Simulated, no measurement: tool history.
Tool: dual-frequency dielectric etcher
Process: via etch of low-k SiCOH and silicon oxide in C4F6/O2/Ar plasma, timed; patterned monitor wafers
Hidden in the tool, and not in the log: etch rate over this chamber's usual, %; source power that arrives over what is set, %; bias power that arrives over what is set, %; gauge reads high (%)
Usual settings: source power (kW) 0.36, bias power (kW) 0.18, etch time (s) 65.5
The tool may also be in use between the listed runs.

| run | hour | source power (kW) | bias power (kW) | etch time (s) | wafers since the last listed run | hours since the last wet clean | hours since the last source power generator calibration | hours since the last bias power generator calibration | hours since the last upper electrode change | hours since the gauge calibration | read-back reference wafer on the same gauge, depth_nm | mean etch depth across the wafer (nm) |
|---|---|---|---|---|---|---|---|---|---|---|---|---|
| 1 | 0 | 0.36 | 0.18 | 56 | 0 | 325.7 | 1991.3 | 1369.8 | 3484.8 | 421.4 | 157.6 | 138.1 |
| 2 | 42.5 | 0.36 | 0.18 | 56 | 444 | 368.2 | 2033.8 | 1412.3 | 3527.3 | 463.9 | 157.8 | 138.5 |
| 3 | 85 | 0.39 | 0.18 | 65.5 | 444 | 410.7 | 2076.3 | 1454.8 | 3569.8 | 506.4 | 157.7 | 169.6 |
|  | 119.4 | wet clean of the chamber |
| 4 | 119.9 | 0.39 | 0.18 | 65.5 | 114 | 0.5 | 2111.2 | 1489.7 | 3604.7 | 541.3 | 157.9 | 170.6 |
| 5 | 169.3 | 0.36 | 0.166 | 65.5 | 516 | 49.9 | 2160.6 | 1539.1 | 3654.1 | 590.7 | 157.9 | 157.6 |
| 6 | 228.9 | 0.4 | 0.18 | 65.5 | 623 | 109.5 | 2220.2 | 1598.7 | 3713.7 | 650.3 | 157.9 | 173.4 |
| 7 | 270.9 | 0.36 | 0.18 | 72.5 | 439 | 151.5 | 2262.2 | 1640.7 | 3755.7 | 692.3 | 158.1 | 179.8 |
| 8 | 320.4 | 0.36 | 0.18 | 72.5 | 517 | 201 | 2311.7 | 1690.2 | 3805.2 | 741.8 | 158.1 | 179.2 |
| 9 | 364.7 | 0.36 | 0.18 | 65.5 | 463 | 245.3 | 2356 | 1734.5 | 3849.5 | 786.1 | 158.1 | 162.9 |
| 10 | 434.1 | 0.36 | 0.18 | 65.5 | 726 | 314.7 | 2425.4 | 1803.9 | 3918.9 | 855.5 | 158.3 | 162.4 |
| 11 | 468.2 | 0.36 | 0.18 | 65.5 | 356 | 348.8 | 2459.5 | 1838 | 3953 | 889.6 | 158.3 | 161.9 |
|  | 549.7 | wet clean of the chamber |
| 12 | 550.2 | 0.3 | 0.21 | 65.5 | 606 | 0.5 | 2541.5 | 1920 | 4035 | 971.6 | 158.1 | 151.3 |
| 13 | 579.9 | 0.36 | 0.18 | 65.5 | 310 | 30.2 | 2571.2 | 1949.7 | 4064.7 | 1001.3 | 158.4 | 163.6 |
| 14 | 634.1 | 0.36 | 0.199 | 65.5 | 567 | 84.4 | 2625.4 | 2003.9 | 4118.9 | 1055.5 | 158.3 | 168.6 |
|  | 674.3 | upper electrode replaced |
| 15 | 687.5 | 0.38 | 0.143 | 55.5 | 307 | 137.8 | 2678.8 | 2057.3 | 13.2 | 1108.9 | 158.4 | 131.1 |
|  | 718.4 | gauge calibrated |
| 16 | 744.7 | 0.43 | 0.18 | 65.5 | 598 | 195 | 2736 | 2114.5 | 70.4 | 26.3 | 156.5 | 178.6 |
| 17 | 813.3 | 0.41 | 0.216 | 79 | 717 | 263.6 | 2804.6 | 2183.1 | 139 | 94.9 | 156.8 | 224.6 |
| 18 | 914.1 | 0.36 | 0.18 | 65.5 | 1054 | 364.4 | 2905.4 | 2283.9 | 239.8 | 195.7 | 157.3 | 161.4 |
|  | 952 | wet clean of the chamber |
| 19 | 952.5 | 0.32 | 0.18 | 65.5 | 150 | 0.5 | 2943.8 | 2322.3 | 278.2 | 234.1 | 157.4 | 150.2 |
| 20 | 1009.3 | 0.41 | 0.216 | 79 | 594 | 57.3 | 3000.6 | 2379.1 | 335 | 290.9 | 157.7 | 225.5 |
| 21 | 1078.7 | 0.36 | 0.152 | 65.5 | 726 | 126.7 | 3070 | 2448.5 | 404.4 | 360.3 | 157.9 | 153.2 |
| 22 | 1143.7 | 0.36 | 0.18 | 65.5 | 680 | 191.7 | 3135 | 2513.5 | 469.4 | 425.3 | 158.2 | 162.2 |
|  | 1152.6 | bias power generator calibrated |
|  | 1180.2 | source power generator calibrated |
| 23 | 1199.2 | 0.36 | 0.195 | 79.5 | 497 | 247.2 | 19 | 46.6 | 524.9 | 480.8 | 158.1 | 203.9 |
| 24 | 1243.7 | 0.3 | 0.18 | 65.5 | 465 | 291.7 | 63.5 | 91.1 | 569.4 | 525.3 | 158.3 | 144.3 |
|  | 1321 | wet clean of the chamber |
| 25 | 1385.4 | 0.29 | 0.18 | 72.5 | 1231 | 64.4 | 205.2 | 232.8 | 711.1 | 667 | 158.5 | 155.1 |
| 26 | 1445.9 | 0.3 | 0.145 | 46.5 | 633 | 124.9 | 265.7 | 293.3 | 771.6 | 727.5 | 158.7 | 95.7 |
| 27 | 1508.8 | 0.36 | 0.145 | 65.5 | 658 | 187.8 | 328.6 | 356.2 | 834.5 | 790.4 | 158.5 | 151 |
| 28 | 1549.7 | 0.36 | 0.153 | 48 | 427 | 228.7 | 369.5 | 397.1 | 875.4 | 831.3 | 158.6 | 112.9 |
| 29 | 1606.9 | 0.45 | 0.18 | 54.5 | 598 | 285.9 | 426.7 | 454.3 | 932.6 | 888.5 | 158.8 | 153.7 |
| 30 | 1630.9 | 0.36 | 0.146 | 65.5 | 251 | 309.9 | 450.7 | 478.3 | 956.6 | 912.5 | 158.8 | 152.1 |

How the hidden state differs across the entries between the runs, from the last listed run before each to the first after it:
Between runs 3 and 4: wet clean of the chamber (hour 119.4)
  gauge reads high (%): 1.14 -> 1.19
  measured less the result without the state, mean etch depth across the wafer (nm): +1.9 -> +2
Between runs 11 and 12: wet clean of the chamber (hour 549.7)
  gauge reads high (%): 1.45 -> 1.48
  measured less the result without the state, mean etch depth across the wafer (nm): +2.3 -> +2.2
Between runs 14 and 15: upper electrode replaced (hour 674.3)
  gauge reads high (%): 1.51 -> 1.53
  measured less the result without the state, mean etch depth across the wafer (nm): +2.5 -> +2
Between runs 15 and 16: gauge calibrated (hour 718.4)
  gauge reads high (%): 1.53 -> 0.276
  measured less the result without the state, mean etch depth across the wafer (nm): +2 -> +0.5
Between runs 18 and 19: wet clean of the chamber (hour 952)
  gauge reads high (%): 0.89 -> 0.996
  measured less the result without the state, mean etch depth across the wafer (nm): +1.4 -> +1.5
Between runs 22 and 23: bias power generator calibrated (hour 1152.6); source power generator calibrated (hour 1180.2)
  gauge reads high (%): 1.39 -> 1.47
  measured less the result without the state, mean etch depth across the wafer (nm): +2.2 -> +3
Between runs 24 and 25: wet clean of the chamber (hour 1321)
  gauge reads high (%): 1.52 -> 1.67
  measured less the result without the state, mean etch depth across the wafer (nm): +2.1 -> +2.5

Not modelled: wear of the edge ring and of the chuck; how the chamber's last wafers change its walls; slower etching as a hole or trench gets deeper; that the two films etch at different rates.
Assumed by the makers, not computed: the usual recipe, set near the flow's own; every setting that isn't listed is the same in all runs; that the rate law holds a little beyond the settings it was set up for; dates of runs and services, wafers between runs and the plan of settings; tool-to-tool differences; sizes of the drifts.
